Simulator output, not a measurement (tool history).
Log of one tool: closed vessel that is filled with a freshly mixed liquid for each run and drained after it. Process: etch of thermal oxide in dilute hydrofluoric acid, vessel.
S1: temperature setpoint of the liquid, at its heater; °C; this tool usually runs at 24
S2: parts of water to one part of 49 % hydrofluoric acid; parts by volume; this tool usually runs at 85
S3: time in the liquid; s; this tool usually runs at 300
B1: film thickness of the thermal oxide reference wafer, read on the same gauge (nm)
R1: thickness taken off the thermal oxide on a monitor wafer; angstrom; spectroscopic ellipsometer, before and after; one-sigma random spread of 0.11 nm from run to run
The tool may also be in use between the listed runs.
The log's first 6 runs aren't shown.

run	day	S1	S2	S3	B1	R1
7	27.988	24	95	300	29.99	147.7
8	31.412	24	115	180	29.99	70
9	34.554	25.5	85	300	30	175.8
10	37.192	25.5	85	300	29.99	173.4
11	38.929	25.5	85	300	29.98	174.1
12	42.833	28.5	65	370	30.02	330.5
13	46.988	27	105	480	30.01	235.1
14	49.796	24	85	300	30	163.4
15	51.312	24	60	300	29.99	240.7
# day 54.129: thermometer replaced
16	55.683	24	85	300	30.02	163.7
17	57.971	21	85	300	30.01	146.2
# day 59.946: gauge calibrated
18	60.262	25.5	50	300	30.01	313.8
19	61.783	24	95	300	30	145.3
20	64.796	24	85	300	30.01	165.8
21	69.183	24	85	300	29.99	166.9
22	72.271	19.5	100	410	30	157.2
23	74.775	28.5	110	400	30	196.2
24	78.592	24	95	300	30.02	145.1
25	81.188	25.5	85	370	30.01	214
26	84.038	24	85	245	30	134.1
27	87.946	24	85	395	29.99	217.7
28	91.504	24	60	415	30	335.9

Run 29 is up next; what results do you expect?
29	94.367	20	85	370	?	?

For run 29 the tool returned B1 30, R1 173.4 angstrom.
With no hidden state in the tool, this same run would have given R1 173.4 angstrom.
